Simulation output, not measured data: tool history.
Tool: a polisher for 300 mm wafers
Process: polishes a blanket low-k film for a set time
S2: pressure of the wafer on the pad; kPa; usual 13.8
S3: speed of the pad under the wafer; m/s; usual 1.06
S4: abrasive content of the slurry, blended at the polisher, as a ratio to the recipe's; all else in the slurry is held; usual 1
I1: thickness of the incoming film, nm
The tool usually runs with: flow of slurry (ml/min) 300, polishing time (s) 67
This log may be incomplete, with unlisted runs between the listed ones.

run 1 day=0 | flow_of_slurry_(ml/min)=300 S2=13.8 S3=1.06 S4=1 polishing_time_(s)=67 | I1=457.3 | film_removed_(nm)=34.8
-- day=0.004 slurry nozzle cleaned
run 2 day=2.558 | flow_of_slurry_(ml/min)=300 S2=13.8 S3=1.06 S4=1 polishing_time_(s)=67 | I1=456.5 | film_removed_(nm)=34.4
-- day=5.154 worn pad replaced by a new one
run 3 day=5.446 | flow_of_slurry_(ml/min)=300 S2=13.8 S3=1.06 S4=1 polishing_time_(s)=67 | I1=464.3 | film_removed_(nm)=34.4
-- day=7.779 conditioning disc replaced and pad reconditioned
run 4 day=8.1 | flow_of_slurry_(ml/min)=300 S2=13.8 S3=1.06 S4=1 polishing_time_(s)=67 | I1=456.2 | film_removed_(nm)=35.4
-- day=9.404 head pressure recalibrated
run 5 day=10.142 | flow_of_slurry_(ml/min)=300 S2=13.8 S3=1.06 S4=1 polishing_time_(s)=67 | I1=456.8 | film_removed_(nm)=33.4
-- day=11.521 slurry blender recalibrated
run 6 day=13.562 | flow_of_slurry_(ml/min)=300 S2=13.8 S3=1.06 S4=1 polishing_time_(s)=67 | I1=453.7 | film_removed_(nm)=33.5
-- day=13.775 worn pad replaced by a new one
run 7 day=15.862 | flow_of_slurry_(ml/min)=300 S2=13.8 S3=1.06 S4=1 polishing_time_(s)=67 | I1=450.4 | film_removed_(nm)=34.7
-- day=19.704 slurry nozzle cleaned
run 8 day=20.121 | flow_of_slurry_(ml/min)=300 S2=13.8 S3=1.06 S4=1 polishing_time_(s)=67 | I1=457.9 | film_removed_(nm)=34.5
run 9 day=22.667 | flow_of_slurry_(ml/min)=300 S2=13.8 S3=1.06 S4=1 polishing_time_(s)=67 | I1=451 | film_removed_(nm)=34.1
-- day=24.296 worn pad replaced by a new one
-- day=24.604 conditioning disc replaced and pad reconditioned
run 10 day=25.608 | flow_of_slurry_(ml/min)=300 S2=13.8 S3=0.86 S4=1 polishing_time_(s)=67 | I1=465.3 | film_removed_(nm)=29.3
-- day=28.308 head pressure recalibrated
-- day=28.388 slurry blender recalibrated
run 11 day=29.654 | flow_of_slurry_(ml/min)=380 S2=13.8 S3=0.92 S4=1 polishing_time_(s)=67 | I1=462.1 | film_removed_(nm)=30.5
run 12 day=33.05 | flow_of_slurry_(ml/min)=385 S2=13.8 S3=1.4 S4=1 polishing_time_(s)=60 | I1=467.2 | film_removed_(nm)=39
-- day=33.979 worn pad replaced by a new one
run 13 day=34.842 | flow_of_slurry_(ml/min)=265 S2=13.8 S3=1.06 S4=0.85 polishing_time_(s)=74 | I1=459.1 | film_removed_(nm)=33.6
run 14 day=37.342 | flow_of_slurry_(ml/min)=300 S2=13.8 S3=1.06 S4=1 polishing_time_(s)=67 | I1=459.4 | film_removed_(nm)=35
-- day=38.95 slurry nozzle cleaned
run 15 day=41.004 | flow_of_slurry_(ml/min)=300 S2=13.8 S3=1.06 S4=1 polishing_time_(s)=67 | I1=462.5 | film_removed_(nm)=34.7
-- day=41.788 conditioning disc replaced and pad reconditioned
run 16 day=43.292 | flow_of_slurry_(ml/min)=300 S2=9 S3=1.3 S4=1.2 polishing_time_(s)=50 | I1=463.2 | film_removed_(nm)=21.9
-- day=44.85 worn pad replaced by a new one
run 17 day=46.229 | flow_of_slurry_(ml/min)=300 S2=13.8 S3=1.44 S4=1 polishing_time_(s)=90 | I1=451.1 | film_removed_(nm)=61
-- day=48.092 head pressure recalibrated
run 18 day=50.225 | flow_of_slurry_(ml/min)=300 S2=13.8 S3=1.06 S4=1 polishing_time_(s)=67 | I1=458.7 | film_removed_(nm)=33.9

5 options for the next run, each taken on its own from the tool as it stands now. Forecast them:
run A day=50.242 | flow_of_slurry_(ml/min)=300 S2=13.8 S3=1.06 S4=0.75 polishing_time_(s)=67 | I1=464.9 | film_removed_(nm)=?
run B day=50.242 | flow_of_slurry_(ml/min)=300 S2=15.9 S3=0.72 S4=1.25 polishing_time_(s)=86 | I1=464.9 | film_removed_(nm)=?
run C day=50.242 | flow_of_slurry_(ml/min)=300 S2=15.9 S3=0.76 S4=1 polishing_time_(s)=87 | I1=464.9 | film_removed_(nm)=?
run D day=50.242 | flow_of_slurry_(ml/min)=300 S2=10.3 S3=1.06 S4=1.25 polishing_time_(s)=67 | I1=464.9 | film_removed_(nm)=?
run E day=50.242 | flow_of_slurry_(ml/min)=300 S2=18.6 S3=1.16 S4=0.9 polishing_time_(s)=82 | I1=464.9 | film_removed_(nm)=?

run=A film_removed_(nm)=28.4
run=B film_removed_(nm)=40.6
run=C film_removed_(nm)=38.5
run=D film_removed_(nm)=28.1
run=E film_removed_(nm)=56.4
With no hidden state in the tool, these same runs would have given:
run=A film_removed_(nm)=27.9
run=B film_removed_(nm)=39.9
run=C film_removed_(nm)=37.8
run=D film_removed_(nm)=27.6
run=E film_removed_(nm)=55.4
